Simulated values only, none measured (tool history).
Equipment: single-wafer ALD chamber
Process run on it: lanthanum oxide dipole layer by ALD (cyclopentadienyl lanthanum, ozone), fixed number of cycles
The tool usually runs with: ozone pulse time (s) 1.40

| run | day | ozone pulse time (s) | wafers since the last listed run | hours since the last thermocouple change | hours since the last ozone generator service | hours since the showerhead was replaced | hours since the gauge calibration | read-back reference wafer on the same gauge, thickness_nm | mean film thickness on the monitor wafer (nm) |
|---|---|---|---|---|---|---|---|---|---|
| 1 | 0.000 | 1.40 | 0 | 2189.5 | 611.6 | 6576.5 | 260.1 | 0.682 | 0.581 |
| 2 | 0.671 | 1.68 | 358 | 2205.6 | 627.7 | 6592.6 | 276.2 | 0.682 | 0.597 |
| 3 | 1.329 | 1.68 | 351 | 2221.4 | 643.5 | 6608.4 | 292.0 | 0.682 | 0.591 |
| 4 | 1.925 | 1.68 | 318 | 2235.7 | 657.8 | 6622.7 | 306.3 | 0.682 | 0.591 |
| 5 | 2.529 | 1.27 | 323 | 2250.2 | 672.3 | 6637.2 | 320.8 | 0.681 | 0.572 |
| 6 | 3.971 | 1.22 | 770 | 2284.8 | 706.9 | 6671.8 | 355.4 | 0.680 | 0.555 |
| 7 | 4.954 | 1.40 | 525 | 2308.4 | 730.5 | 6695.4 | 379.0 | 0.681 | 0.579 |
| 8 | 5.892 | 1.40 | 501 | 2330.9 | 753.0 | 6717.9 | 401.5 | 0.679 | 0.574 |
| 9 | 6.696 | 1.40 | 429 | 2350.2 | 772.3 | 6737.2 | 420.8 | 0.682 | 0.573 |
| 10 | 7.221 | 1.40 | 280 | 2362.8 | 784.9 | 6749.8 | 433.4 | 0.682 | 0.579 |
| 11 | 8.596 | 1.40 | 735 | 2395.8 | 817.9 | 6782.8 | 466.4 | 0.680 | 0.573 |
| 12 | 10.046 | 1.93 | 775 | 2430.6 | 852.7 | 6817.6 | 501.2 | 0.680 | 0.597 |
|  | 10.738 | showerhead replaced |
| 13 | 10.758 | 1.40 | 202 | 2447.7 | 869.8 | 0.5 | 518.3 | 0.680 | 0.569 |
| 14 | 11.517 | 1.40 | 405 | 2465.9 | 888.0 | 18.7 | 536.5 | 0.682 | 0.571 |
| 15 | 12.092 | 1.25 | 307 | 2479.7 | 901.8 | 32.5 | 550.3 | 0.682 | 0.557 |
|  | 12.200 | gauge calibrated |
| 16 | 13.458 | 1.40 | 730 | 2512.5 | 934.6 | 65.3 | 30.2 | 0.681 | 0.569 |
|  | 14.588 | ozone generator serviced |
|  | 14.792 | thermocouple changed; heater temperature recalibrated |
| 17 | 14.812 | 1.72 | 437 | 0.5 | 5.4 | 97.8 | 62.7 | 0.681 | 0.564 |
| 18 | 15.838 | 1.65 | 548 | 25.1 | 30.0 | 122.4 | 87.3 | 0.680 | 0.551 |
|  | 18.562 | ozone generator serviced, repeated, since the last time left the tool worse |
| 19 | 18.942 | 1.11 | 1481 | 99.6 | 9.1 | 196.9 | 161.8 | 0.680 | 0.567 |
| 20 | 19.483 | 1.80 | 289 | 112.6 | 22.1 | 209.9 | 174.8 | 0.680 | 0.611 |
| 21 | 20.388 | 1.64 | 483 | 134.3 | 43.8 | 231.6 | 196.5 | 0.681 | 0.598 |
| 22 | 20.958 | 1.40 | 305 | 148.0 | 57.5 | 245.3 | 210.2 | 0.681 | 0.597 |
| 23 | 22.296 | 1.54 | 715 | 180.1 | 89.6 | 277.4 | 242.3 | 0.680 | 0.603 |

Forecast each of these 4 alternatives for the next run:
| A | 22.312 | 1.81 | 8 | 180.5 | 90.0 | 277.8 | 242.7 | ? | ? |
| B | 22.312 | 1.13 | 8 | 180.5 | 90.0 | 277.8 | 242.7 | ? | ? |
| C | 22.312 | 1.03 | 8 | 180.5 | 90.0 | 277.8 | 242.7 | ? | ? |
| D | 22.312 | 0.93 | 8 | 180.5 | 90.0 | 277.8 | 242.7 | ? | ? |

| run | read-back reference wafer on the same gauge, thickness_nm | mean film thickness on the monitor wafer (nm) |
|---|---|---|
| A | 0.681 | 0.612 |
| B | 0.681 | 0.570 |
| C | 0.681 | 0.559 |
| D | 0.681 | 0.546 |
With no hidden state in the tool, these same runs would have given:
| run | mean film thickness on the monitor wafer (nm) |
|---|---|
| A | 0.615 |
| B | 0.575 |
| C | 0.565 |
| D | 0.553 |
